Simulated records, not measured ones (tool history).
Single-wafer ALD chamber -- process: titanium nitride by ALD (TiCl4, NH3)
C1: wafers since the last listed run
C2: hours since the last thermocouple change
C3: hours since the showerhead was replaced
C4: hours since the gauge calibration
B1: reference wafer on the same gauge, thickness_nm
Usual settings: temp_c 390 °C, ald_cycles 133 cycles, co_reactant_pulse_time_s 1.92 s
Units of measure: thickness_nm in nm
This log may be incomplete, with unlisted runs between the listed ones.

{"run": 1, "day": 0.0, "temp_c": 380, "ald_cycles": 133, "co_reactant_pulse_time_s": 1.92, "C1": 0, "C2": 554.9, "C3": 6885.9, "C4": 592.8, "B1": 3.339, "thickness_nm": 2.983}
{"run": 2, "day": 1.9, "temp_c": 380, "ald_cycles": 133, "co_reactant_pulse_time_s": 1.92, "C1": 96, "C2": 600.5, "C3": 6931.5, "C4": 638.4, "B1": 3.34, "thickness_nm": 2.984}
{"run": 3, "day": 3.892, "temp_c": 380, "ald_cycles": 133, "co_reactant_pulse_time_s": 1.92, "C1": 101, "C2": 648.3, "C3": 6979.3, "C4": 686.2, "B1": 3.338, "thickness_nm": 2.97}
{"run": 4, "day": 5.233, "temp_c": 390, "ald_cycles": 133, "co_reactant_pulse_time_s": 1.92, "C1": 68, "C2": 680.5, "C3": 7011.5, "C4": 718.4, "B1": 3.339, "thickness_nm": 2.994}
{"run": 5, "day": 7.375, "temp_c": 390, "ald_cycles": 133, "co_reactant_pulse_time_s": 1.92, "C1": 109, "C2": 731.9, "C3": 7062.9, "C4": 769.8, "B1": 3.34, "thickness_nm": 2.997}
{"run": 6, "day": 8.779, "temp_c": 390, "ald_cycles": 133, "co_reactant_pulse_time_s": 1.92, "C1": 71, "C2": 765.6, "C3": 7096.6, "C4": 803.5, "B1": 3.34, "thickness_nm": 3.005}
{"run": 7, "day": 9.971, "temp_c": 390, "ald_cycles": 133, "co_reactant_pulse_time_s": 1.92, "C1": 60, "C2": 794.2, "C3": 7125.2, "C4": 832.1, "B1": 3.338, "thickness_nm": 3.001}
{"run": 8, "day": 11.921, "temp_c": 390, "ald_cycles": 123, "co_reactant_pulse_time_s": 1.92, "C1": 99, "C2": 841.0, "C3": 7172.0, "C4": 878.9, "B1": 3.339, "thickness_nm": 2.769}
{"run": 9, "day": 13.662, "temp_c": 390, "ald_cycles": 133, "co_reactant_pulse_time_s": 1.92, "C1": 88, "C2": 882.8, "C3": 7213.8, "C4": 920.7, "B1": 3.342, "thickness_nm": 3.017}
{"run": 10, "day": 15.758, "temp_c": 390, "ald_cycles": 133, "co_reactant_pulse_time_s": 1.92, "C1": 106, "C2": 933.1, "C3": 7264.1, "C4": 971.0, "B1": 3.342, "thickness_nm": 3.001}
{"run": 11, "day": 16.821, "temp_c": 390, "ald_cycles": 133, "co_reactant_pulse_time_s": 1.92, "C1": 54, "C2": 958.6, "C3": 7289.6, "C4": 996.5, "B1": 3.342, "thickness_nm": 3.002}
{"run": 12, "day": 18.704, "temp_c": 390, "ald_cycles": 133, "co_reactant_pulse_time_s": 1.92, "C1": 96, "C2": 1003.8, "C3": 7334.8, "C4": 1041.7, "B1": 3.341, "thickness_nm": 2.99}
{"run": 13, "day": 21.396, "temp_c": 390, "ald_cycles": 133, "co_reactant_pulse_time_s": 1.92, "C1": 137, "C2": 1068.4, "C3": 7399.4, "C4": 1106.3, "B1": 3.34, "thickness_nm": 3.008}
{"day": 22.383, "done": "showerhead replaced"}
{"run": 14, "day": 27.646, "temp_c": 390, "ald_cycles": 133, "co_reactant_pulse_time_s": 1.92, "C1": 301, "C2": 1218.4, "C3": 126.3, "C4": 1256.3, "B1": 3.339, "thickness_nm": 3.006}
{"run": 15, "day": 29.617, "temp_c": 390, "ald_cycles": 133, "co_reactant_pulse_time_s": 1.92, "C1": 100, "C2": 1265.7, "C3": 173.6, "C4": 1303.6, "B1": 3.338, "thickness_nm": 3.0}
{"run": 16, "day": 32.208, "temp_c": 390, "ald_cycles": 133, "co_reactant_pulse_time_s": 1.92, "C1": 132, "C2": 1327.9, "C3": 235.8, "C4": 1365.8, "B1": 3.342, "thickness_nm": 3.016}
{"run": 17, "day": 35.021, "temp_c": 390, "ald_cycles": 133, "co_reactant_pulse_time_s": 1.92, "C1": 143, "C2": 1395.4, "C3": 303.3, "C4": 1433.3, "B1": 3.342, "thickness_nm": 3.005}
{"run": 18, "day": 37.5, "temp_c": 394, "ald_cycles": 141, "co_reactant_pulse_time_s": 1.92, "C1": 126, "C2": 1454.9, "C3": 362.8, "C4": 1492.8, "B1": 3.34, "thickness_nm": 3.195}
{"run": 19, "day": 38.917, "temp_c": 390, "ald_cycles": 133, "co_reactant_pulse_time_s": 1.65, "C1": 72, "C2": 1488.9, "C3": 396.8, "C4": 1526.8, "B1": 3.341, "thickness_nm": 2.983}
{"run": 20, "day": 39.975, "temp_c": 405, "ald_cycles": 133, "co_reactant_pulse_time_s": 1.46, "C1": 53, "C2": 1514.3, "C3": 422.2, "C4": 1552.2, "B1": 3.34, "thickness_nm": 3.002}
{"run": 21, "day": 41.488, "temp_c": 390, "ald_cycles": 133, "co_reactant_pulse_time_s": 1.92, "C1": 77, "C2": 1550.6, "C3": 458.5, "C4": 1588.5, "B1": 3.341, "thickness_nm": 3.006}
{"run": 22, "day": 43.246, "temp_c": 386, "ald_cycles": 112, "co_reactant_pulse_time_s": 1.92, "C1": 89, "C2": 1592.8, "C3": 500.7, "C4": 1630.7, "B1": 3.343, "thickness_nm": 2.518}
{"day": 43.45, "done": "gauge calibrated"}
{"run": 23, "day": 45.233, "temp_c": 405, "ald_cycles": 133, "co_reactant_pulse_time_s": 2.24, "C1": 101, "C2": 1640.5, "C3": 548.4, "C4": 42.8, "B1": 3.339, "thickness_nm": 3.045}
{"run": 24, "day": 48.125, "temp_c": 390, "ald_cycles": 133, "co_reactant_pulse_time_s": 1.92, "C1": 147, "C2": 1709.9, "C3": 617.8, "C4": 112.2, "B1": 3.341, "thickness_nm": 3.003}
{"run": 25, "day": 49.642, "temp_c": 390, "ald_cycles": 133, "co_reactant_pulse_time_s": 1.92, "C1": 77, "C2": 1746.3, "C3": 654.2, "C4": 148.6, "B1": 3.336, "thickness_nm": 3.014}
{"run": 26, "day": 52.142, "temp_c": 390, "ald_cycles": 149, "co_reactant_pulse_time_s": 1.26, "C1": 127, "C2": 1806.3, "C3": 714.2, "C4": 208.6, "B1": 3.341, "thickness_nm": 3.298}
{"day": 52.679, "done": "thermocouple changed; heater temperature recalibrated"}
{"run": 27, "day": 53.25, "temp_c": 390, "ald_cycles": 133, "co_reactant_pulse_time_s": 1.92, "C1": 39, "C2": 13.7, "C3": 740.8, "C4": 235.2, "B1": 3.339, "thickness_nm": 2.996}
{"run": 28, "day": 55.142, "temp_c": 390, "ald_cycles": 133, "co_reactant_pulse_time_s": 1.65, "C1": 96, "C2": 59.1, "C3": 786.2, "C4": 280.6, "B1": 3.337, "thickness_nm": 2.997}
{"run": 29, "day": 56.562, "temp_c": 397, "ald_cycles": 148, "co_reactant_pulse_time_s": 2.2, "C1": 72, "C2": 93.2, "C3": 820.3, "C4": 314.7, "B1": 3.342, "thickness_nm": 3.376}
{"run": 30, "day": 59.25, "temp_c": 395, "ald_cycles": 133, "co_reactant_pulse_time_s": 1.92, "C1": 137, "C2": 157.7, "C3": 884.8, "C4": 379.2, "B1": 3.342, "thickness_nm": 3.014}
{"run": 31, "day": 61.988, "temp_c": 396, "ald_cycles": 155, "co_reactant_pulse_time_s": 1.38, "C1": 139, "C2": 223.4, "C3": 950.5, "C4": 444.9, "B1": 3.342, "thickness_nm": 3.456}
{"run": 32, "day": 63.792, "temp_c": 379, "ald_cycles": 133, "co_reactant_pulse_time_s": 1.92, "C1": 92, "C2": 266.7, "C3": 993.8, "C4": 488.2, "B1": 3.342, "thickness_nm": 2.98}
{"run": 33, "day": 65.558, "temp_c": 390, "ald_cycles": 133, "co_reactant_pulse_time_s": 1.92, "C1": 90, "C2": 309.1, "C3": 1036.2, "C4": 530.6, "B1": 3.342, "thickness_nm": 3.012}
{"run": 34, "day": 66.842, "temp_c": 390, "ald_cycles": 133, "co_reactant_pulse_time_s": 1.92, "C1": 65, "C2": 339.9, "C3": 1067.0, "C4": 561.4, "B1": 3.341, "thickness_nm": 3.014}

The tool's hidden state at each run:
wafer temperature above the value expected at the setpoint (K): 0 in every run
gauge reads high (%): 0 in every run
